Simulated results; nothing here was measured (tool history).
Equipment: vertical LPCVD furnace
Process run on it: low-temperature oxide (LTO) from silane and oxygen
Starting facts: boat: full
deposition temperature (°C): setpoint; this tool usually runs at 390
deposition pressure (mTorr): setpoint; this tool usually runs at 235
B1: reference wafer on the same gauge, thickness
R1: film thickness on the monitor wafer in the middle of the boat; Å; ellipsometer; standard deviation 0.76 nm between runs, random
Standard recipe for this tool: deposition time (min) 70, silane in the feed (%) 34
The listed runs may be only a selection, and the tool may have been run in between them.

Run 1, day 0: usual settings; B1 558.67. Result: R1 5604.7 Å.
Run 2, day 0.675: usual settings but deposition pressure (mTorr) 205; B1 559.31. Result: R1 4899.7 Å.
Run 3, day 1.658: usual settings but deposition pressure (mTorr) 205; B1 559.07. Result: R1 4901.4 Å.
Run 4, day 3.104: usual settings but deposition temperature (°C) 398; B1 559.06. Result: R1 6127.8 Å.
Run 5, day 3.996: usual settings but deposition temperature (°C) 398; B1 558.96. Result: R1 6152.2 Å.
Run 6, day 5.375: usual settings but deposition temperature (°C) 398; B1 559.23. Result: R1 6147.5 Å.
Run 7, day 6.067: usual settings; B1 559.22. Result: R1 5605 Å.
Run 8, day 7.179: usual settings; B1 558.96. Result: R1 5604.5 Å.
Run 9, day 7.683: usual settings but deposition temperature (°C) 394; B1 559.15. Result: R1 5881.6 Å.
Run 10, day 8.933: usual settings but silane in the feed (%) 39; B1 559.04. Result: R1 6713.7 Å.
Run 11, day 9.925: usual settings but silane in the feed (%) 39; B1 558.96. Result: R1 6726.8 Å.
At day 11.05: pressure gauge zeroed.
At day 11.829: thermocouples replaced and temperature profile calibrated.
Run 12, day 11.85: usual settings; B1 559.17. Result: R1 5103.2 Å.
Run 13, day 12.846: usual settings; B1 559.18. Result: R1 5109.1 Å.
Run 14, day 13.408: usual settings but deposition pressure (mTorr) 205; B1 559.16. Result: R1 4471.8 Å.
Run 15, day 14.321: usual settings but deposition pressure (mTorr) 185, silane in the feed (%) 28; B1 558.61. Result: R1 3025.5 Å.
Run 16, day 15.696: usual settings but deposition temperature (°C) 386, deposition time (min) 56; B1 558.7. Result: R1 3904.4 Å.
Run 17, day 16.271: usual settings; B1 558.99. Result: R1 5109.5 Å.
At day 17.783: silane flow controller replaced.
Run 18, day 17.804: usual settings but deposition temperature (°C) 393, silane in the feed (%) 40; B1 559.12. Result: R1 6564.4 Å.
Run 19, day 18: usual settings but deposition temperature (°C) 401, deposition pressure (mTorr) 215, deposition time (min) 92, silane in the feed (%) 31; B1 559.29. Result: R1 6163.2 Å.
Run 20, day 18.975: usual settings but deposition pressure (mTorr) 180; B1 558.86. Result: R1 3921.1 Å.
Run 21, day 19.704: usual settings but deposition temperature (°C) 381, deposition pressure (mTorr) 290, deposition time (min) 91.5, silane in the feed (%) 40; B1 558.84. Result: R1 9201.5 Å.
At day 19.95: gauge calibrated.
Run 22, day 21.162: usual settings but deposition temperature (°C) 393; B1 558.57. Result: R1 5301.1 Å.
Run 23, day 21.858: usual settings but deposition pressure (mTorr) 290; B1 559.08. Result: R1 6312.3 Å.
Run 24, day 22.904: usual settings but deposition temperature (°C) 400, deposition pressure (mTorr) 180, silane in the feed (%) 39; B1 559.05. Result: R1 5297.7 Å.
Run 25, day 24.138: usual settings; B1 558.77. Result: R1 5145.1 Å.
Run 26, day 24.7: usual settings; B1 558.93. Result: R1 5151.5 Å.
Run 27, day 25.475: usual settings but deposition temperature (°C) 379, deposition time (min) 62.5; B1 559.1. Result: R1 4025.2 Å.

4 options for the next run, each taken on its own from the tool as it stands now. Forecast them:
Run A, day 25.671: usual settings; B1 ?. Result: R1 ?.
Run B, day 25.671: usual settings but deposition temperature (°C) 395, deposition pressure (mTorr) 290, deposition time (min) 78, silane in the feed (%) 29; B1 ?. Result: R1 ?.
Run C, day 25.671: usual settings but deposition pressure (mTorr) 220; B1 ?. Result: R1 ?.
Run D, day 25.671: usual settings but deposition pressure (mTorr) 275; B1 ?. Result: R1 ?.

run      B1      R1
  A  559.07  5139.4
  B  559.07  5960.4
  C  559.07  4812.5
  D  559.07  6011.1
Take away the tool's hidden state, keep each run's random variation, and the runs would have read:
run      R1
  A  5091.1
  B  5907.7
  C  4766.1
  D  5957.7
